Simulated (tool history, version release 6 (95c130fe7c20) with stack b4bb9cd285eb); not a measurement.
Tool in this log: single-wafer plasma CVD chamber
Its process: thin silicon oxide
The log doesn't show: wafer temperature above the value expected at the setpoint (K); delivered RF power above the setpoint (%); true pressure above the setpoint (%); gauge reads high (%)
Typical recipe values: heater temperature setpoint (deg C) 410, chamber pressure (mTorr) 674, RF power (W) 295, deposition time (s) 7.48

run	hour	heater temperature setpoint (deg C)	chamber pressure (mTorr)	RF power (W)	deposition time (s)	wafers since the last listed run	hours since the last thermocouple change	hours since the last RF generator calibration	hours since the last manometer calibration	hours since the showerhead was replaced	hours since the gauge calibration	read-back reference wafer on the same gauge, thickness_nm	mean film thickness on the monitor wafer (angstrom)
1	0.0	410	674	295	7.48	0	1171.5	1142.1	3003.2	4700.9	186.9	13.406	108.23
2	6.1	410	674	295	7.48	147	1177.6	1148.2	3009.3	4707.0	193.0	13.404	108.41
3	17.0	410	674	295	6.46	264	1188.5	1159.1	3020.2	4717.9	203.9	13.398	93.49
4	26.7	410	674	295	6.46	235	1198.2	1168.8	3029.9	4727.6	213.6	13.398	93.48
5	36.1	410	674	295	6.46	227	1207.6	1178.2	3039.3	4737.0	223.0	13.403	93.57
6	52.4	410	674	295	7.48	395	1223.9	1194.5	3055.6	4753.3	239.3	13.390	108.52
7	65.3	410	570	295	7.48	312	1236.8	1207.4	3068.5	4766.2	252.2	13.402	91.55
# hour 75.4: gauge calibrated
8	118.9	410	570	295	7.48	1299	1290.4	1261.0	3122.1	4819.8	43.5	13.408	91.34

The next listed run, before its measurement:
9	127.9	410	734	295	6.28	218	1299.4	1270.0	3131.1	4828.8	52.5	?	?

{"run 9": {"read-back reference wafer on the same gauge, thickness_nm": 13.394, "mean film thickness on the monitor wafer (angstrom)": 99.02}}
With the hidden condition absent and the run-to-run variation left alone, this run would have shown mean film thickness on the monitor wafer (angstrom) 102.48.
